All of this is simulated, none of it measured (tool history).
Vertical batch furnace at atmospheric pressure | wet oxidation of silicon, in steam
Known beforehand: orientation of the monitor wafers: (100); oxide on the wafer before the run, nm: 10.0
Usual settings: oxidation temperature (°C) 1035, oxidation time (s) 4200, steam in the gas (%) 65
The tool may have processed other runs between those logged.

| run | day | oxidation temperature (°C) | oxidation time (s) | steam in the gas (%) | wafers since the last listed run | hours since the last temperature calibration | hours since the steam generator was serviced | hours since the gauge calibration | read-back reference wafer on the same gauge, thickness | oxide thickness on the monitor wafer (nm) |
|---|---|---|---|---|---|---|---|---|---|---|
| 1 | 0 | 1035 | 4200 | 65 | 0 | 3676.3 | 470.9 | 1097.6 | 449.08 | 472.29 |
| 2 | 2.333 | 1035 | 4200 | 65 | 488 | 3732.3 | 526.9 | 1153.6 | 448.74 | 470.94 |
| 3 | 5.546 | 1035 | 2910 | 65 | 672 | 3809.4 | 604 | 1230.7 | 448.92 | 373.47 |
| 4 | 9.454 | 1035 | 2610 | 65 | 818 | 3903.2 | 697.8 | 1324.5 | 448.93 | 349.52 |
| 5 | 13.021 | 1035 | 2610 | 65 | 746 | 3988.8 | 783.4 | 1410.1 | 449.11 | 346.81 |
| 6 | 15.45 | 1035 | 4200 | 65 | 508 | 4047.1 | 841.7 | 1468.4 | 448.9 | 474.36 |
| 7 | 20.125 | 1035 | 4200 | 65 | 978 | 4159.3 | 953.9 | 1580.6 | 448.98 | 475.26 |
| 8 | 22.342 | 1035 | 4200 | 65 | 463 | 4212.5 | 1007.1 | 1633.8 | 449.14 | 472.75 |
| 9 | 23.85 | 1035 | 4200 | 65 | 315 | 4248.7 | 1043.3 | 1670 | 448.85 | 474.8 |
| 10 | 28.312 | 1035 | 4200 | 65 | 934 | 4355.8 | 1150.4 | 1777.1 | 448.79 | 474.39 |
|  | 31.125 | steam generator serviced |
| 11 | 31.146 | 1035 | 4200 | 65 | 383 | 4423.8 | 0.5 | 1845.1 | 448.88 | 475.66 |
|  | 34.279 | thermocouples replaced and temperature profile calibrated |
| 12 | 35.225 | 1035 | 4200 | 65 | 644 | 22.7 | 98.4 | 1943 | 448.97 | 464.48 |
| 13 | 38.179 | 1035 | 4200 | 65 | 618 | 93.6 | 169.3 | 2013.9 | 449.13 | 463.25 |
| 14 | 40.258 | 1035 | 4200 | 65 | 435 | 143.5 | 219.2 | 2063.8 | 448.99 | 464.29 |
| 15 | 43.854 | 1019 | 2760 | 58 | 752 | 229.8 | 305.5 | 2150.1 | 448.84 | 293.67 |
| 16 | 46.358 | 1035 | 2850 | 65 | 524 | 289.9 | 365.6 | 2210.2 | 448.86 | 362.09 |
|  | 47.542 | gauge calibrated |
| 17 | 48.683 | 1035 | 4200 | 65 | 486 | 345.7 | 421.4 | 27.4 | 448.72 | 464.2 |
| 18 | 50.333 | 1051 | 4200 | 65 | 345 | 385.3 | 461 | 67 | 449.19 | 508.32 |
| 19 | 54.817 | 1035 | 4200 | 65 | 938 | 492.9 | 568.6 | 174.6 | 448.89 | 465.32 |
| 20 | 58.062 | 1046 | 4200 | 70 | 679 | 570.8 | 646.5 | 252.5 | 449.4 | 519.22 |
| 21 | 61.358 | 1035 | 2850 | 57 | 689 | 649.9 | 725.6 | 331.6 | 449.21 | 330.74 |
| 22 | 63.675 | 1053 | 2370 | 72 | 484 | 705.5 | 781.2 | 387.2 | 448.93 | 382.89 |
| 23 | 68.112 | 1035 | 4200 | 65 | 928 | 812 | 887.7 | 493.7 | 449.34 | 463.22 |
| 24 | 70.938 | 1018 | 4200 | 58 | 591 | 879.8 | 955.5 | 561.5 | 448.63 | 387.17 |
| 25 | 74.121 | 1035 | 4920 | 65 | 666 | 956.2 | 1031.9 | 637.9 | 448.66 | 511.2 |
| 26 | 77.058 | 1026 | 2520 | 65 | 614 | 1026.7 | 1102.4 | 708.4 | 449.34 | 313.29 |
| 27 | 79.558 | 1035 | 4200 | 65 | 523 | 1086.7 | 1162.4 | 768.4 | 449.19 | 464.31 |

Each row is a separate what-if for the run after 27, all from the same tool condition, not one after another. Results?
| A | 79.783 | 1049 | 4200 | 65 | 47 | 1092.1 | 1167.8 | 773.8 | ? | ? |
| B | 79.783 | 1051 | 6270 | 65 | 47 | 1092.1 | 1167.8 | 773.8 | ? | ? |
| C | 79.783 | 1025 | 3600 | 77 | 47 | 1092.1 | 1167.8 | 773.8 | ? | ? |
| D | 79.783 | 1035 | 5730 | 61 | 47 | 1092.1 | 1167.8 | 773.8 | ? | ? |
| E | 79.783 | 1022 | 6300 | 69 | 47 | 1092.1 | 1167.8 | 773.8 | ? | ? |

| run | read-back reference wafer on the same gauge, thickness | oxide thickness on the monitor wafer (nm) |
|---|---|---|
| A | 448.99 | 501.29 |
| B | 448.99 | 644.67 |
| C | 448.99 | 440.11 |
| D | 448.99 | 540.6 |
| E | 448.99 | 575.13 |
Take away the tool's hidden state, keep each run's random variation, and the runs would have read:
| run | oxide thickness on the monitor wafer (nm) |
|---|---|
| A | 499.83 |
| B | 642.98 |
| C | 438.62 |
| D | 538.98 |
| E | 573.35 |

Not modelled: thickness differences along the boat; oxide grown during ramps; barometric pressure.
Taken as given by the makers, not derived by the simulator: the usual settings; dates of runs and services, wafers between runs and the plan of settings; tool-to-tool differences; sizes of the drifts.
